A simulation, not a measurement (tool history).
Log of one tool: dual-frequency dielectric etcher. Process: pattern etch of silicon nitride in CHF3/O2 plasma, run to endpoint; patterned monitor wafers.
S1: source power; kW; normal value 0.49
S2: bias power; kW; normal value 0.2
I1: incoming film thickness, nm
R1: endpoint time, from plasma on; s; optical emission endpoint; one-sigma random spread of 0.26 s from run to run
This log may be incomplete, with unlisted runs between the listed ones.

run    hour    S1     S2    I1    R1
  1       0  0.49    0.2  61.7  47.2
  2    50.1  0.49    0.2  62.8  48.5
  3    80.4  0.57    0.2  61.9  45.1
  4   127.6  0.57    0.2  62.7  45.6
  5   156.6  0.57    0.2  62.5  45.1
  6   189.9  0.49    0.2    62  47.8
  7   244.7  0.49    0.2  62.3  48.7
  8   299.2  0.49    0.2    62  48.3
      352.3  -- bias power generator calibrated
  9   352.8  0.57  0.186  62.9  46.7
 10   391.7  0.57  0.186  62.3  47.5
      466.1  -- upper electrode replaced
 11   466.6  0.56  0.222  62.3  44.6
 12   515.4  0.54  0.158    62  50.4
      589.4  -- source power generator calibrated
 13   589.9   0.6    0.2  62.4  45.7
      657.2  -- wet clean of the chamber
 14   657.7  0.52    0.2  61.9  49.4
 15   704.1  0.54    0.2  62.4  48.9
 16   765.3  0.49  0.184  62.2  52.4
 17   804.7  0.38  0.232  62.4  53.8
 18   849.6  0.42    0.2    62  53.8
        877  -- wet clean of the chamber, repeated, since the last time left the tool worse
 19   914.9  0.49    0.2    62  47.4
 20   947.8  0.45  0.156  62.2  52.5
 21   997.5  0.49    0.2    62  47.5
 22  1021.6  0.56  0.176  62.3  47.2

Run-by-run hidden state of the tool:
source power that arrives over what is set, %: 0 in every run
bias power that arrives over what is set, %: 0 in every run
H1: etch rate over this chamber's usual, %
run       H1
  1   -0.611
  2   -0.825
  3   -0.955
  4    -1.16
  5    -1.28
  6    -1.42
  7    -1.66
  8    -1.89
  9    -2.12
 10    -2.29
 11    -2.61
 12    -2.82
 13    -3.14
 14    -5.96
 15    -6.16
 16    -6.42
 17    -6.59
 18    -6.78
 19   0.0827
 20  -0.0584
 21   -0.272
 22   -0.375
